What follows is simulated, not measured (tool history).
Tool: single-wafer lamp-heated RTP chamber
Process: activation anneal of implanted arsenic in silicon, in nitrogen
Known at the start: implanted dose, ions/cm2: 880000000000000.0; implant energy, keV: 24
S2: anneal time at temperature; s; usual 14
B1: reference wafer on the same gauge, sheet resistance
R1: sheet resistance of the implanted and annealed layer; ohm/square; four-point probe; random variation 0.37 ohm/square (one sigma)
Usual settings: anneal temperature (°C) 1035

{"run": 1, "day": 0.0, "anneal temperature (°C)": 1035, "S2": 8, "B1": 134.96, "R1": 133.47}
{"day": 0.2, "done": "reflector plate cleaned"}
{"day": 3.562, "done": "pyrometer window cleaned and pyrometer calibrated"}
{"run": 2, "day": 12.8, "anneal temperature (°C)": 1035, "S2": 8, "B1": 134.91, "R1": 134.43}
{"run": 3, "day": 16.55, "anneal temperature (°C)": 1035, "S2": 14, "B1": 135.0, "R1": 130.24}
{"run": 4, "day": 18.725, "anneal temperature (°C)": 1035, "S2": 14, "B1": 135.18, "R1": 130.76}
{"run": 5, "day": 22.721, "anneal temperature (°C)": 1035, "S2": 14, "B1": 135.04, "R1": 130.04}
{"run": 6, "day": 24.267, "anneal temperature (°C)": 1035, "S2": 14, "B1": 135.18, "R1": 129.69}
{"day": 25.912, "done": "reflector plate cleaned"}
{"day": 26.817, "done": "pyrometer window cleaned and pyrometer calibrated"}
{"run": 7, "day": 28.317, "anneal temperature (°C)": 1035, "S2": 14, "B1": 135.03, "R1": 130.99}
{"run": 8, "day": 32.058, "anneal temperature (°C)": 1035, "S2": 14, "B1": 134.87, "R1": 130.93}
{"run": 9, "day": 33.929, "anneal temperature (°C)": 1035, "S2": 14, "B1": 134.84, "R1": 130.89}
{"run": 10, "day": 36.0, "anneal temperature (°C)": 1035, "S2": 14, "B1": 135.05, "R1": 130.7}
{"run": 11, "day": 38.304, "anneal temperature (°C)": 1019, "S2": 14, "B1": 134.89, "R1": 132.51}
{"run": 12, "day": 41.875, "anneal temperature (°C)": 1019, "S2": 14, "B1": 135.06, "R1": 133.12}
{"day": 42.921, "done": "gauge calibrated"}
{"run": 13, "day": 46.112, "anneal temperature (°C)": 1019, "S2": 14, "B1": 134.93, "R1": 133.4}
{"run": 14, "day": 47.95, "anneal temperature (°C)": 1035, "S2": 12, "B1": 135.08, "R1": 130.71}
{"day": 51.621, "done": "reflector plate cleaned"}
{"day": 51.625, "done": "pyrometer window cleaned and pyrometer calibrated"}
{"run": 15, "day": 53.638, "anneal temperature (°C)": 1035, "S2": 12, "B1": 135.06, "R1": 132.4}
{"run": 16, "day": 56.171, "anneal temperature (°C)": 1035, "S2": 7, "B1": 135.08, "R1": 135.84}
{"run": 17, "day": 58.358, "anneal temperature (°C)": 1035, "S2": 14, "B1": 135.01, "R1": 131.76}
{"run": 18, "day": 59.983, "anneal temperature (°C)": 1013, "S2": 12, "B1": 135.0, "R1": 135.18}
{"run": 19, "day": 62.621, "anneal temperature (°C)": 1049, "S2": 22, "B1": 135.08, "R1": 124.85}
{"run": 20, "day": 64.821, "anneal temperature (°C)": 1021, "S2": 9, "B1": 135.0, "R1": 136.61}
{"run": 21, "day": 67.329, "anneal temperature (°C)": 1055, "S2": 17, "B1": 134.96, "R1": 125.78}
{"day": 74.5, "done": "reflector plate cleaned"}
{"day": 75.438, "done": "pyrometer window cleaned and pyrometer calibrated"}
{"run": 22, "day": 78.942, "anneal temperature (°C)": 1009, "S2": 14, "B1": 134.96, "R1": 135.65}

Forecast run 23:
{"run": 23, "day": 80.538, "anneal temperature (°C)": 1035, "S2": 9, "B1": "?", "R1": "?"}

B1: 134.99
R1: 134.30 ohm/square
Without the tool's hidden state the same run would have given R1 134.53 ohm/square.
